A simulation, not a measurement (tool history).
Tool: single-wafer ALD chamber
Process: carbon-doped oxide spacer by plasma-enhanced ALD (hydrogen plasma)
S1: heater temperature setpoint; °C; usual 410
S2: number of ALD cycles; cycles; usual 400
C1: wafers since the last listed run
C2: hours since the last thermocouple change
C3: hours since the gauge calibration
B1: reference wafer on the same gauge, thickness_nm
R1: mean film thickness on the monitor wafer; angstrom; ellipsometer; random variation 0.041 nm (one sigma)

{"run": 1, "hour": 0.0, "S1": 410, "S2": 443, "C1": 0, "C2": 1541.6, "C3": 178.7, "B1": 17.713, "R1": 181.81}
{"run": 2, "hour": 33.8, "S1": 410, "S2": 374, "C1": 39, "C2": 1575.4, "C3": 212.5, "B1": 17.691, "R1": 153.57}
{"run": 3, "hour": 48.1, "S1": 410, "S2": 374, "C1": 16, "C2": 1589.7, "C3": 226.8, "B1": 17.713, "R1": 154.55}
{"run": 4, "hour": 69.0, "S1": 410, "S2": 374, "C1": 24, "C2": 1610.6, "C3": 247.7, "B1": 17.708, "R1": 155}
{"run": 5, "hour": 89.4, "S1": 410, "S2": 346, "C1": 23, "C2": 1631, "C3": 268.1, "B1": 17.696, "R1": 143.22}
{"run": 6, "hour": 119.7, "S1": 410, "S2": 346, "C1": 35, "C2": 1661.3, "C3": 298.4, "B1": 17.693, "R1": 143.33}
{"run": 7, "hour": 132.7, "S1": 410, "S2": 400, "C1": 15, "C2": 1674.3, "C3": 311.4, "B1": 17.709, "R1": 164.98}
{"run": 8, "hour": 154.7, "S1": 399, "S2": 400, "C1": 25, "C2": 1696.3, "C3": 333.4, "B1": 17.706, "R1": 170.22}
{"run": 9, "hour": 171.3, "S1": 399, "S2": 400, "C1": 19, "C2": 1712.9, "C3": 350, "B1": 17.711, "R1": 169.52}
{"run": 10, "hour": 202.1, "S1": 415, "S2": 400, "C1": 36, "C2": 1743.7, "C3": 380.8, "B1": 17.681, "R1": 163.2}
{"run": 11, "hour": 220.9, "S1": 415, "S2": 400, "C1": 22, "C2": 1762.5, "C3": 399.6, "B1": 17.71, "R1": 162.07}
{"run": 12, "hour": 236.0, "S1": 415, "S2": 400, "C1": 17, "C2": 1777.6, "C3": 414.7, "B1": 17.685, "R1": 163.08}
{"run": 13, "hour": 255.2, "S1": 410, "S2": 430, "C1": 22, "C2": 1796.8, "C3": 433.9, "B1": 17.698, "R1": 177.51}
{"run": 14, "hour": 274.8, "S1": 410, "S2": 400, "C1": 22, "C2": 1816.4, "C3": 453.5, "B1": 17.712, "R1": 164.91}
{"run": 15, "hour": 299.1, "S1": 410, "S2": 400, "C1": 28, "C2": 1840.7, "C3": 477.8, "B1": 17.715, "R1": 165.56}
{"run": 16, "hour": 327.4, "S1": 410, "S2": 400, "C1": 33, "C2": 1869, "C3": 506.1, "B1": 17.691, "R1": 164.71}
{"run": 17, "hour": 340.9, "S1": 410, "S2": 400, "C1": 15, "C2": 1882.5, "C3": 519.6, "B1": 17.684, "R1": 164.84}
{"run": 18, "hour": 354.6, "S1": 419, "S2": 400, "C1": 16, "C2": 1896.2, "C3": 533.3, "B1": 17.672, "R1": 160.87}
{"run": 19, "hour": 377.3, "S1": 410, "S2": 364, "C1": 26, "C2": 1918.9, "C3": 556, "B1": 17.704, "R1": 150.24}
{"run": 20, "hour": 402.3, "S1": 410, "S2": 452, "C1": 29, "C2": 1943.9, "C3": 581, "B1": 17.709, "R1": 186.48}
{"run": 21, "hour": 435.3, "S1": 424, "S2": 400, "C1": 38, "C2": 1976.9, "C3": 614, "B1": 17.717, "R1": 159.04}
{"hour": 435.9, "done": "gauge calibrated"}
{"run": 22, "hour": 454.6, "S1": 410, "S2": 329, "C1": 22, "C2": 1996.2, "C3": 18.7, "B1": 17.692, "R1": 135.9}
{"run": 23, "hour": 471.9, "S1": 410, "S2": 346, "C1": 20, "C2": 2013.5, "C3": 36, "B1": 17.703, "R1": 142.69}
{"hour": 491.6, "done": "thermocouple changed; heater temperature recalibrated"}
{"run": 24, "hour": 492.1, "S1": 405, "S2": 441, "C1": 14, "C2": 0.5, "C3": 56.2, "B1": 17.691, "R1": 184.05}
{"run": 25, "hour": 514.5, "S1": 415, "S2": 400, "C1": 26, "C2": 22.9, "C3": 78.6, "B1": 17.708, "R1": 162.91}
{"run": 26, "hour": 534.4, "S1": 424, "S2": 400, "C1": 23, "C2": 42.8, "C3": 98.5, "B1": 17.699, "R1": 159.34}
{"run": 27, "hour": 565.0, "S1": 422, "S2": 359, "C1": 35, "C2": 73.4, "C3": 129.1, "B1": 17.677, "R1": 142.9}
{"run": 28, "hour": 578.9, "S1": 399, "S2": 400, "C1": 16, "C2": 87.3, "C3": 143, "B1": 17.715, "R1": 169.37}
{"run": 29, "hour": 596.5, "S1": 410, "S2": 371, "C1": 20, "C2": 104.9, "C3": 160.6, "B1": 17.71, "R1": 153.08}

Forecast run 30:
{"run": 30, "hour": 619.3, "S1": 410, "S2": 345, "C1": 26, "C2": 127.7, "C3": 183.4, "B1": "?", "R1": "?"}

{"run 30": {"B1": 17.699, "R1": 142.02}}
Without the tool's hidden state the same run would have given R1 142.02 angstrom.
